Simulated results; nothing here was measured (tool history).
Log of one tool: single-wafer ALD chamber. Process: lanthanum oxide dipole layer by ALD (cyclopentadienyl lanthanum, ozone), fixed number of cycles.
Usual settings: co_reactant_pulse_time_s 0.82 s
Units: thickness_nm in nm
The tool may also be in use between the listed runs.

run,hour,co_reactant_pulse_time_s,wafers since the last listed run,hours since the last thermocouple change,hours since the last ozone generator service,hours since the showerhead was replaced,hours since the gauge calibration,"read-back reference wafer on the same gauge, thickness_nm",thickness_nm
1,0,0.82,0,1745.9,520.9,5117.9,67.8,0.447,0.445
2,26.4,0.82,567,1772.3,547.3,5144.3,94.2,0.447,0.444
3,61.5,0.82,755,1807.4,582.4,5179.4,129.3,0.446,0.442
4,90.8,0.82,630,1836.7,611.7,5208.7,158.6,0.447,0.441
5,106.6,0.71,339,1852.5,627.5,5224.5,174.4,0.447,0.42
6,138.7,0.71,690,1884.6,659.6,5256.6,206.5,0.446,0.42
# hour 154.1: ozone generator serviced
7,167.1,0.71,438,1913,13,5285,234.9,0.447,0.439
8,202.7,0.58,765,1948.6,48.6,5320.6,270.5,0.447,0.401
9,238.2,0.58,763,1984.1,84.1,5356.1,306,0.447,0.397
10,254.4,0.99,348,2000.3,100.3,5372.3,322.2,0.448,0.485
11,273.9,0.82,419,2019.8,119.8,5391.8,341.7,0.448,0.453
# hour 306.3: thermocouple changed; heater temperature recalibrated
12,309.8,1.14,600,3.5,155.7,5427.7,377.6,0.447,0.503
13,326.9,1.02,367,20.6,172.8,5444.8,394.7,0.447,0.489
# hour 326.9: gauge calibrated
# hour 348.3: showerhead replaced
14,399.1,1.12,1381,92.8,245,50.8,72.2,0.448,0.499
15,415.7,0.49,357,109.4,261.6,67.4,88.8,0.447,0.358
16,436,0.82,436,129.7,281.9,87.7,109.1,0.447,0.452

Forecast each of these 4 alternatives for the next run:
A,436.4,0.72,8,130.1,282.3,88.1,109.5,?,?
B,436.4,1.05,8,130.1,282.3,88.1,109.5,?,?
C,436.4,0.56,8,130.1,282.3,88.1,109.5,?,?
D,436.4,0.96,8,130.1,282.3,88.1,109.5,?,?

run,"read-back reference wafer on the same gauge, thickness_nm",thickness_nm
A,0.447,0.429
B,0.447,0.492
C,0.447,0.384
D,0.447,0.478
Without the tool's hidden state the same runs would have given:
run,thickness_nm
A,0.446
B,0.505
C,0.402
D,0.493

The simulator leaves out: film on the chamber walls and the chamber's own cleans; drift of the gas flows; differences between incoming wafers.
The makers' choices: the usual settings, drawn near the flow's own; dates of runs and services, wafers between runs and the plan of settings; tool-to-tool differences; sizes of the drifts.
